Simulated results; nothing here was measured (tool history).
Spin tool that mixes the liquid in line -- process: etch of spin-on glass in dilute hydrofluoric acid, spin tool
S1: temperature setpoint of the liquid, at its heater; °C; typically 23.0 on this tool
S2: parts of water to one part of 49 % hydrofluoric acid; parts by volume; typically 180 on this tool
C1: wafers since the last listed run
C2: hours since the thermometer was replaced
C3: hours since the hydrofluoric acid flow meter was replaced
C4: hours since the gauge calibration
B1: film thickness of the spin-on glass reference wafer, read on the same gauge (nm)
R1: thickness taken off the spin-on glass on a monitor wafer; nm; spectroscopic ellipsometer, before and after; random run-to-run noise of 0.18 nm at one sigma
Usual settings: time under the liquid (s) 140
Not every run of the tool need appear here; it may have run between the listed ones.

run 1 hour=0.0 | S1=23.0 S2=180 time_under_the_liquid_(s)=140 | C1=0 C2=769.6 C3=192.8 C4=244.2 | B1=120.00 | R1=44.65
run 2 hour=32.4 | S1=21.0 S2=215 time_under_the_liquid_(s)=140 | C1=164 C2=802.0 C3=225.2 C4=276.6 | B1=119.98 | R1=33.36
run 3 hour=57.2 | S1=21.0 S2=215 time_under_the_liquid_(s)=140 | C1=126 C2=826.8 C3=250.0 C4=301.4 | B1=119.96 | R1=33.48
run 4 hour=81.9 | S1=21.0 S2=215 time_under_the_liquid_(s)=140 | C1=125 C2=851.5 C3=274.7 C4=326.1 | B1=119.99 | R1=33.51
run 5 hour=115.8 | S1=23.0 S2=180 time_under_the_liquid_(s)=140 | C1=172 C2=885.4 C3=308.6 C4=360.0 | B1=120.00 | R1=44.77
run 6 hour=133.4 | S1=23.0 S2=180 time_under_the_liquid_(s)=140 | C1=89 C2=903.0 C3=326.2 C4=377.6 | B1=120.00 | R1=44.73
run 7 hour=159.6 | S1=23.0 S2=180 time_under_the_liquid_(s)=140 | C1=133 C2=929.2 C3=352.4 C4=403.8 | B1=120.01 | R1=44.49
run 8 hour=172.1 | S1=20.5 S2=180 time_under_the_liquid_(s)=140 | C1=63 C2=941.7 C3=364.9 C4=416.3 | B1=120.00 | R1=40.47
run 9 hour=197.9 | S1=23.0 S2=215 time_under_the_liquid_(s)=140 | C1=131 C2=967.5 C3=390.7 C4=442.1 | B1=119.99 | R1=35.66
-- hour=222.5 thermometer replaced
run 10 hour=225.4 | S1=23.0 S2=215 time_under_the_liquid_(s)=140 | C1=134 C2=2.9 C3=418.2 C4=469.6 | B1=120.03 | R1=35.80
run 11 hour=249.9 | S1=23.0 S2=180 time_under_the_liquid_(s)=140 | C1=124 C2=27.4 C3=442.7 C4=494.1 | B1=119.98 | R1=44.42
run 12 hour=278.3 | S1=23.0 S2=180 time_under_the_liquid_(s)=140 | C1=144 C2=55.8 C3=471.1 C4=522.5 | B1=120.00 | R1=44.56
run 13 hour=306.3 | S1=23.0 S2=180 time_under_the_liquid_(s)=140 | C1=142 C2=83.8 C3=499.1 C4=550.5 | B1=120.00 | R1=44.13
run 14 hour=338.8 | S1=20.0 S2=180 time_under_the_liquid_(s)=165 | C1=165 C2=116.3 C3=531.6 C4=583.0 | B1=120.01 | R1=46.77
-- hour=360.6 gauge calibrated
run 15 hour=373.1 | S1=20.0 S2=180 time_under_the_liquid_(s)=165 | C1=174 C2=150.6 C3=565.9 C4=12.5 | B1=119.99 | R1=46.44
run 16 hour=402.4 | S1=23.0 S2=180 time_under_the_liquid_(s)=140 | C1=148 C2=179.9 C3=595.2 C4=41.8 | B1=120.02 | R1=44.14
run 17 hour=414.4 | S1=23.0 S2=245 time_under_the_liquid_(s)=185 | C1=61 C2=191.9 C3=607.2 C4=53.8 | B1=119.97 | R1=40.12
run 18 hour=430.6 | S1=27.0 S2=155 time_under_the_liquid_(s)=70 | C1=82 C2=208.1 C3=623.4 C4=70.0 | B1=120.04 | R1=30.71
run 19 hour=482.1 | S1=26.5 S2=180 time_under_the_liquid_(s)=140 | C1=261 C2=259.6 C3=674.9 C4=121.5 | B1=120.01 | R1=50.08
run 20 hour=494.3 | S1=23.0 S2=220 time_under_the_liquid_(s)=140 | C1=62 C2=271.8 C3=687.1 C4=133.7 | B1=120.02 | R1=34.28
run 21 hour=510.6 | S1=23.0 S2=180 time_under_the_liquid_(s)=140 | C1=82 C2=288.1 C3=703.4 C4=150.0 | B1=119.99 | R1=44.01
run 22 hour=525.7 | S1=25.5 S2=180 time_under_the_liquid_(s)=140 | C1=76 C2=303.2 C3=718.5 C4=165.1 | B1=120.01 | R1=48.37
run 23 hour=549.7 | S1=23.0 S2=180 time_under_the_liquid_(s)=140 | C1=122 C2=327.2 C3=742.5 C4=189.1 | B1=120.02 | R1=44.35
run 24 hour=566.8 | S1=23.0 S2=180 time_under_the_liquid_(s)=75 | C1=86 C2=344.3 C3=759.6 C4=206.2 | B1=120.00 | R1=23.61
run 25 hour=584.1 | S1=23.0 S2=115 time_under_the_liquid_(s)=75 | C1=87 C2=361.6 C3=776.9 C4=223.5 | B1=119.96 | R1=39.66
-- hour=616.1 hydrofluoric acid flow meter replaced
run 26 hour=616.5 | S1=26.0 S2=225 time_under_the_liquid_(s)=190 | C1=159 C2=394.0 C3=0.4 C4=255.9 | B1=120.01 | R1=52.19
run 27 hour=647.3 | S1=23.0 S2=180 time_under_the_liquid_(s)=140 | C1=156 C2=424.8 C3=31.2 C4=286.7 | B1=120.01 | R1=44.98
run 28 hour=665.0 | S1=25.5 S2=145 time_under_the_liquid_(s)=80 | C1=89 C2=442.5 C3=48.9 C4=304.4 | B1=120.02 | R1=36.82
run 29 hour=697.8 | S1=28.0 S2=180 time_under_the_liquid_(s)=220 | C1=166 C2=475.3 C3=81.7 C4=337.2 | B1=119.99 | R1=84.93
run 30 hour=733.1 | S1=23.0 S2=180 time_under_the_liquid_(s)=140 | C1=179 C2=510.6 C3=117.0 C4=372.5 | B1=120.01 | R1=45.06
run 31 hour=757.8 | S1=23.0 S2=180 time_under_the_liquid_(s)=140 | C1=125 C2=535.3 C3=141.7 C4=397.2 | B1=120.02 | R1=44.96
run 32 hour=793.7 | S1=27.0 S2=120 time_under_the_liquid_(s)=205 | C1=182 C2=571.2 C3=177.6 C4=433.1 | B1=120.00 | R1=122.50
run 33 hour=813.4 | S1=26.5 S2=180 time_under_the_liquid_(s)=140 | C1=100 C2=590.9 C3=197.3 C4=452.8 | B1=120.02 | R1=50.92
run 34 hour=834.5 | S1=27.5 S2=180 time_under_the_liquid_(s)=140 | C1=107 C2=612.0 C3=218.4 C4=473.9 | B1=120.00 | R1=52.88

Branching from run 34: 4 alternative next runs. What would each branch give?
run A hour=835.0 | S1=23.0 S2=180 time_under_the_liquid_(s)=210 | C1=2 C2=612.5 C3=218.9 C4=474.4 | B1=? | R1=?
run B hour=835.0 | S1=28.0 S2=210 time_under_the_liquid_(s)=195 | C1=2 C2=612.5 C3=218.9 C4=474.4 | B1=? | R1=?
run C hour=835.0 | S1=23.0 S2=205 time_under_the_liquid_(s)=140 | C1=2 C2=612.5 C3=218.9 C4=474.4 | B1=? | R1=?
run D hour=835.0 | S1=23.0 S2=210 time_under_the_liquid_(s)=140 | C1=2 C2=612.5 C3=218.9 C4=474.4 | B1=? | R1=?

run=A B1=120.02 R1=67.55
run=B B1=120.02 R1=62.37
run=C B1=120.02 R1=38.50
run=D B1=120.02 R1=37.39
Without the tool's hidden state the same runs would have given:
run=A R1=68.04
run=B R1=62.85
run=C R1=38.79
run=D R1=37.67
